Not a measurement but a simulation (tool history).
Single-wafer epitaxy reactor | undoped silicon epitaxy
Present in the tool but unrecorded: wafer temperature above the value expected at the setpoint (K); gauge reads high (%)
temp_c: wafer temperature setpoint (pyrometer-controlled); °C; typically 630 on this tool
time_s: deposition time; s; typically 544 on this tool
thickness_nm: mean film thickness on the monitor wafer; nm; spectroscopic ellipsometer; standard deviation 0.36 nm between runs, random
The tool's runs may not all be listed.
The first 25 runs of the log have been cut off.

| run | hour | temp_c | time_s | wafers since the last listed run | hours since the last pyrometer calibration | hours since the gauge calibration | read-back reference wafer on the same gauge, thickness_nm | thickness_nm |
|---|---|---|---|---|---|---|---|---|
| 26 | 1229.9 | 619 | 516 | 152 | 104.7 | 202.3 | 70.224 | 41.786 |
| 27 | 1286.4 | 638 | 453 | 230 | 161.2 | 258.8 | 69.878 | 58.980 |
| 28 | 1311.7 | 630 | 596 | 103 | 186.5 | 284.1 | 69.870 | 63.673 |
| 29 | 1351.5 | 630 | 544 | 162 | 226.3 | 323.9 | 69.648 | 58.288 |
| 30 | 1496.7 | 619 | 513 | 592 | 371.5 | 469.1 | 69.025 | 40.260 |
| 31 | 1565.1 | 634 | 603 | 278 | 439.9 | 537.5 | 68.935 | 70.449 |
| 32 | 1636.8 | 636 | 544 | 292 | 511.6 | 609.2 | 68.696 | 66.799 |
| 33 | 1699.2 | 630 | 544 | 254 | 574.0 | 671.6 | 68.548 | 57.472 |
| 34 | 1725.9 | 637 | 506 | 108 | 600.7 | 698.3 | 68.492 | 63.151 |
| 35 | 1782.3 | 638 | 471 | 229 | 657.1 | 754.7 | 68.318 | 60.312 |
| 36 | 1896.8 | 620 | 475 | 466 | 771.6 | 869.2 | 68.142 | 38.418 |
| 37 | 1928.2 | 643 | 462 | 128 | 803.0 | 900.6 | 68.064 | 67.775 |
| 38 | 1977.6 | 622 | 544 | 201 | 852.4 | 950.0 | 68.052 | 46.097 |
| 39 | 2007.3 | 630 | 544 | 121 | 882.1 | 979.7 | 67.994 | 56.120 |
| 40 | 2046.8 | 624 | 544 | 161 | 921.6 | 1019.2 | 68.033 | 48.098 |
| 41 | 2114.7 | 637 | 544 | 276 | 989.5 | 1087.1 | 67.950 | 66.839 |
| 42 | 2182.6 | 637 | 644 | 276 | 1057.4 | 1155.0 | 67.893 | 80.740 |
| 43 | 2209.5 | 630 | 544 | 109 | 1084.3 | 1181.9 | 67.981 | 57.177 |

Branching from run 43: 4 alternative next runs. What would each branch give?
| A | 2210.1 | 630 | 544 | 2 | 1084.9 | 1182.5 | ? | ? |
| B | 2210.1 | 630 | 598 | 2 | 1084.9 | 1182.5 | ? | ? |
| C | 2210.1 | 638 | 583 | 2 | 1084.9 | 1182.5 | ? | ? |
| D | 2210.1 | 638 | 591 | 2 | 1084.9 | 1182.5 | ? | ? |

| run | read-back reference wafer on the same gauge, thickness_nm | thickness_nm |
|---|---|---|
| A | 67.943 | 56.890 |
| B | 67.943 | 62.537 |
| C | 67.943 | 74.880 |
| D | 67.943 | 75.907 |
Stripped of hidden state, with their random variation kept, the same runs would have yielded:
| run | thickness_nm |
|---|---|
| A | 60.748 |
| B | 66.778 |
| C | 79.958 |
| D | 81.056 |
